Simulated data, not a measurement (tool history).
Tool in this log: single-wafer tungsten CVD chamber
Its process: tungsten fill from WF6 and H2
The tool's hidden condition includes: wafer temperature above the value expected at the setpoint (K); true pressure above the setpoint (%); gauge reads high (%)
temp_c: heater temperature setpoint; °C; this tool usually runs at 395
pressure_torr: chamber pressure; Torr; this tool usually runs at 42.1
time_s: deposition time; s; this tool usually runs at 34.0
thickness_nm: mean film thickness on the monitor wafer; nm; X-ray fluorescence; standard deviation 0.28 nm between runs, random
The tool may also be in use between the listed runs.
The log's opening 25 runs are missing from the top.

| run | hour | temp_c | pressure_torr | time_s | wafers since the last listed run | hours since the last thermocouple change | hours since the last manometer calibration | hours since the showerhead was replaced | hours since the gauge calibration | read-back reference wafer on the same gauge, thickness_nm | thickness_nm |
|---|---|---|---|---|---|---|---|---|---|---|---|
| 26 | 750.0 | 399 | 34.7 | 34.0 | 394 | 123.9 | 262.5 | 629.3 | 621.5 | 95.986 | 103.509 |
| 27 | 782.0 | 395 | 42.1 | 34.0 | 674 | 155.9 | 294.5 | 661.3 | 653.5 | 95.987 | 102.936 |
| 28 | 812.2 | 384 | 42.1 | 34.0 | 637 | 186.1 | 324.7 | 691.5 | 683.7 | 96.064 | 85.606 |
| 29 | 832.8 | 390 | 42.1 | 28.3 | 434 | 206.7 | 345.3 | 712.1 | 704.3 | 96.043 | 78.888 |
| 30 | 881.3 | 395 | 35.3 | 34.0 | 1023 | 255.2 | 393.8 | 760.6 | 752.8 | 95.944 | 96.937 |
| 31 | 984.4 | 395 | 48.5 | 31.2 | 2174 | 358.3 | 496.9 | 863.7 | 855.9 | 96.025 | 99.576 |
| 32 | 1017.6 | 395 | 42.1 | 34.0 | 700 | 391.5 | 530.1 | 896.9 | 889.1 | 96.049 | 103.103 |
| 33 | 1036.2 | 395 | 49.3 | 34.0 | 392 | 410.1 | 548.7 | 915.5 | 907.7 | 96.007 | 108.800 |

What if the next run were any one of these 5? Each begins from the tool's condition after run 33:
| A | 1036.6 | 395 | 42.1 | 32.3 | 8 | 410.5 | 549.1 | 915.9 | 908.1 | ? | ? |
| B | 1036.6 | 386 | 49.8 | 34.0 | 8 | 410.5 | 549.1 | 915.9 | 908.1 | ? | ? |
| C | 1036.6 | 395 | 50.5 | 34.0 | 8 | 410.5 | 549.1 | 915.9 | 908.1 | ? | ? |
| D | 1036.6 | 401 | 42.1 | 34.0 | 8 | 410.5 | 549.1 | 915.9 | 908.1 | ? | ? |
| E | 1036.6 | 401 | 32.2 | 32.2 | 8 | 410.5 | 549.1 | 915.9 | 908.1 | ? | ? |

| run | read-back reference wafer on the same gauge, thickness_nm | thickness_nm |
|---|---|---|
| A | 95.985 | 98.014 |
| B | 95.985 | 94.026 |
| C | 95.985 | 110.049 |
| D | 95.985 | 113.889 |
| E | 95.985 | 98.415 |
With no hidden state in the tool, these same runs would have given:
| run | thickness_nm |
|---|---|
| A | 98.545 |
| B | 94.560 |
| C | 110.645 |
| D | 114.475 |
| E | 98.922 |

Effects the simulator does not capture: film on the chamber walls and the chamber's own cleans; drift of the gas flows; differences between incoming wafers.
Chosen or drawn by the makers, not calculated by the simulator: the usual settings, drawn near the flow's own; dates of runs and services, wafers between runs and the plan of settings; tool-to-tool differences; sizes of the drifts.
